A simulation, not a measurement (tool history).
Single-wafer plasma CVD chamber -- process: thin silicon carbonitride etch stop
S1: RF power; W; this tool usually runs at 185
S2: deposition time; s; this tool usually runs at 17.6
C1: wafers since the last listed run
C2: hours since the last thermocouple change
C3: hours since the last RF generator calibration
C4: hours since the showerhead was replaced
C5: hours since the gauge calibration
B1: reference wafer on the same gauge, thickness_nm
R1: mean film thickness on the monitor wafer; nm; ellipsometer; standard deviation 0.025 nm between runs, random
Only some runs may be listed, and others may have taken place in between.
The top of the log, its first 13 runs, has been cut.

{"hour": 154.9, "done": "gauge calibrated"}
{"run": 14, "hour": 158.9, "S1": 185, "S2": 17.6, "C1": 207, "C2": 2463.2, "C3": 1484.5, "C4": 31.3, "C5": 4.0, "B1": 8.099, "R1": 9.578}
{"run": 15, "hour": 167.4, "S1": 185, "S2": 17.6, "C1": 252, "C2": 2471.7, "C3": 1493.0, "C4": 39.8, "C5": 12.5, "B1": 8.103, "R1": 9.595}
{"run": 16, "hour": 177.5, "S1": 185, "S2": 17.6, "C1": 300, "C2": 2481.8, "C3": 1503.1, "C4": 49.9, "C5": 22.6, "B1": 8.098, "R1": 9.557}
{"hour": 189.8, "done": "thermocouple changed; heater temperature recalibrated"}
{"run": 17, "hour": 190.3, "S1": 185, "S2": 17.6, "C1": 142, "C2": 0.5, "C3": 1515.9, "C4": 62.7, "C5": 35.4, "B1": 8.097, "R1": 9.611}
{"run": 18, "hour": 200.7, "S1": 210, "S2": 15.3, "C1": 308, "C2": 10.9, "C3": 1526.3, "C4": 73.1, "C5": 45.8, "B1": 8.098, "R1": 8.83}
{"run": 19, "hour": 214.5, "S1": 170, "S2": 16.5, "C1": 409, "C2": 24.7, "C3": 1540.1, "C4": 86.9, "C5": 59.6, "B1": 8.098, "R1": 8.53}
{"run": 20, "hour": 230.8, "S1": 165, "S2": 19.1, "C1": 484, "C2": 41.0, "C3": 1556.4, "C4": 103.2, "C5": 75.9, "B1": 8.104, "R1": 9.7}
{"run": 21, "hour": 246.2, "S1": 165, "S2": 15.2, "C1": 457, "C2": 56.4, "C3": 1571.8, "C4": 118.6, "C5": 91.3, "B1": 8.098, "R1": 7.758}
{"hour": 263.8, "done": "RF generator calibrated"}
{"run": 22, "hour": 264.3, "S1": 170, "S2": 20.8, "C1": 300, "C2": 74.5, "C3": 0.5, "C4": 136.7, "C5": 109.4, "B1": 8.099, "R1": 11.309}
{"run": 23, "hour": 273.7, "S1": 185, "S2": 17.6, "C1": 279, "C2": 83.9, "C3": 9.9, "C4": 146.1, "C5": 118.8, "B1": 8.097, "R1": 10.022}
{"run": 24, "hour": 282.3, "S1": 210, "S2": 15.9, "C1": 255, "C2": 92.5, "C3": 18.5, "C4": 154.7, "C5": 127.4, "B1": 8.103, "R1": 9.631}
{"run": 25, "hour": 291.0, "S1": 185, "S2": 17.6, "C1": 258, "C2": 101.2, "C3": 27.2, "C4": 163.4, "C5": 136.1, "B1": 8.097, "R1": 9.969}
{"run": 26, "hour": 303.6, "S1": 215, "S2": 19.6, "C1": 374, "C2": 113.8, "C3": 39.8, "C4": 176.0, "C5": 148.7, "B1": 8.091, "R1": 11.979}
{"run": 27, "hour": 312.4, "S1": 185, "S2": 17.6, "C1": 261, "C2": 122.6, "C3": 48.6, "C4": 184.8, "C5": 157.5, "B1": 8.102, "R1": 10.025}
{"run": 28, "hour": 327.8, "S1": 170, "S2": 15.7, "C1": 457, "C2": 138.0, "C3": 64.0, "C4": 200.2, "C5": 172.9, "B1": 8.103, "R1": 8.495}
{"run": 29, "hour": 334.9, "S1": 185, "S2": 20.3, "C1": 210, "C2": 145.1, "C3": 71.1, "C4": 207.3, "C5": 180.0, "B1": 8.102, "R1": 11.457}
{"run": 30, "hour": 349.6, "S1": 185, "S2": 17.6, "C1": 436, "C2": 159.8, "C3": 85.8, "C4": 222.0, "C5": 194.7, "B1": 8.099, "R1": 9.976}
{"run": 31, "hour": 366.9, "S1": 165, "S2": 15.2, "C1": 513, "C2": 177.1, "C3": 103.1, "C4": 239.3, "C5": 212.0, "B1": 8.098, "R1": 8.113}
{"run": 32, "hour": 383.7, "S1": 170, "S2": 14.4, "C1": 499, "C2": 193.9, "C3": 119.9, "C4": 256.1, "C5": 228.8, "B1": 8.101, "R1": 7.818}
{"run": 33, "hour": 398.9, "S1": 165, "S2": 19.0, "C1": 451, "C2": 209.1, "C3": 135.1, "C4": 271.3, "C5": 244.0, "B1": 8.105, "R1": 10.156}

Expected results for the next run?
{"run": 34, "hour": 409.5, "S1": 185, "S2": 17.6, "C1": 314, "C2": 219.7, "C3": 145.7, "C4": 281.9, "C5": 254.6, "B1": "?", "R1": "?"}

{"run 34": {"B1": 8.104, "R1": 9.976}}
Take away the tool's hidden state, keep the run-to-run variation as it was, and the same run would have given R1 10.044 nm.

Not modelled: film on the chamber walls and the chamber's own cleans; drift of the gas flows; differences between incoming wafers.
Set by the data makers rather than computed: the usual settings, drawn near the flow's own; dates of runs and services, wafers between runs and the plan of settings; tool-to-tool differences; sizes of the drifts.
